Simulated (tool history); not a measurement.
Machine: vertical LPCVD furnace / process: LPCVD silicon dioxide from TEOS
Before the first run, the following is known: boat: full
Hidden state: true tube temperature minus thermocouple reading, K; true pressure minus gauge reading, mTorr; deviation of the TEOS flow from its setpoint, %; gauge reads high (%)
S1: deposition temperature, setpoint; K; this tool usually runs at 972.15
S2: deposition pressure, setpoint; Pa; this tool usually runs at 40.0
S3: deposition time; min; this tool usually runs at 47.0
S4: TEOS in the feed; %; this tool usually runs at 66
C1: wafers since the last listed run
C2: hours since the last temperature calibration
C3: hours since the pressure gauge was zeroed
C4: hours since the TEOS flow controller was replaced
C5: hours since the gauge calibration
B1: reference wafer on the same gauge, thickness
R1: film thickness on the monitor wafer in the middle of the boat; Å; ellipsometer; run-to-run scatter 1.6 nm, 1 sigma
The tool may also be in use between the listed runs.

run   hour      S1    S2    S3  S4    C1      C2      C3      C4     C5      B1      R1
  1    0.0  972.15  40.0  47.0  66     0  4075.3  2608.3  1691.5  268.6  250.84  3438.6
  2   21.0  972.15  40.0  47.0  72   319  4096.3  2629.3  1712.5  289.6  250.78  3606.0
  3   43.3  972.15  40.0  47.0  72   339  4118.6  2651.6  1734.8  311.9  251.11  3569.8
  4   73.0  972.15  34.7  47.0  66   452  4148.3  2681.3  1764.5  341.6  250.87  3181.3
  5   93.1  972.15  34.7  47.0  66   306  4168.4  2701.4  1784.6  361.7  251.03  3184.9
  6  117.2  972.15  34.7  47.0  66   366  4192.5  2725.5  1808.7  385.8  250.99  3190.0
  7  141.1  968.15  40.0  47.0  66   363  4216.4  2749.4  1832.6  409.7  250.89  3113.3
  8  160.5  968.15  40.0  47.0  66   295  4235.8  2768.8  1852.0  429.1  250.99  3127.0
  9  184.2  968.15  40.0  47.0  66   360  4259.5  2792.5  1875.7  452.8  251.19  3113.1
 10  204.0  972.15  40.0  47.0  66   301  4279.3  2812.3  1895.5  472.6  251.08  3426.0
     233.4  -- pressure gauge zeroed
 11  233.9  972.15  40.0  47.0  66    89  4309.2     0.5  1925.4  502.5  251.04  3440.9
     261.4  -- thermocouples replaced and temperature profile calibrated
     277.7  -- TEOS flow controller replaced
 12  278.2  972.15  40.0  47.0  66    61    16.8    44.8     0.5  546.8  250.76  3141.1
     315.8  -- gauge calibrated
 13  325.0  972.15  46.0  47.0  62   712    63.6    91.6    47.3    9.2  251.01  3230.2
 14  352.6  962.15  44.7  42.0  61   420    91.2   119.2    74.9   36.8  250.96  2248.2
 15  385.9  972.15  40.0  47.0  66   507   124.5   152.5   108.2   70.1  250.67  3134.8
 16  403.7  972.15  40.0  47.0  66   271   142.3   170.3   126.0   87.9  251.10  3152.1
 17  416.4  972.15  40.0  47.0  61   193   155.0   183.0   138.7  100.6  250.93  3037.2
 18  452.2  964.15  30.7  61.0  71   545   190.8   218.8   174.5  136.4  250.95  3061.5
 19  483.5  965.15  34.7  64.0  76   476   222.1   250.1   205.8  167.7  251.23  3671.2
 20  500.6  972.15  40.0  47.0  66   260   239.2   267.2   222.9  184.8  251.06  3168.7
 21  513.5  972.15  33.3  47.0  66   196   252.1   280.1   235.8  197.7  251.21  2863.6
 22  538.9  972.15  34.0  63.0  56   386   277.5   305.5   261.2  223.1  251.02  3560.2
 23  561.3  972.15  40.0  47.0  66   341   299.9   327.9   283.6  245.5  250.79  3127.4
 24  589.5  972.15  40.0  47.0  66   429   328.1   356.1   311.8  273.7  251.13  3128.1
 25  625.2  972.15  40.0  47.0  66   543   363.8   391.8   347.5  309.4  250.95  3172.1
 26  661.0  964.15  34.7  35.0  75   545   399.6   427.6   383.3  345.2  250.97  1938.8
 27  673.8  977.15  40.0  64.5  66   194   412.4   440.4   396.1  358.0  250.91  4849.9
 28  769.8  968.15  40.0  39.5  66  1461   508.4   536.4   492.1  454.0  251.12  2428.9
 29  803.5  972.15  40.0  53.5  77   513   542.1   570.1   525.8  487.7  250.87  3908.7
     854.3  -- gauge calibrated
 30  894.3  979.15  43.3  47.0  66  1382   632.9   660.9   616.6   40.0  250.96  3868.0
 31  924.6  972.15  40.0  47.0  66   461   663.2   691.2   646.9   70.3  251.07  3201.9

Alternative continuations, all from the tool just after run 31; predict every row:
  A  928.8  972.15  46.7  47.0  66  63  667.4  695.4  651.1  74.5   ?   ?
  B  928.8  962.15  48.0  42.0  66  63  667.4  695.4  651.1  74.5   ?   ?
  C  928.8  972.15  43.3  40.5  73  63  667.4  695.4  651.1  74.5   ?   ?
  D  928.8  972.15  40.0  34.0  66  63  667.4  695.4  651.1  74.5   ?   ?

run      B1      R1
  A  250.92  3424.5
  B  250.92  2453.4
  C  250.92  2990.6
  D  250.92  2293.6
Without the tool's unlogged condition, the same runs would have read:
run      R1
  A  3355.1
  B  2402.6
  C  2929.9
  D  2247.0
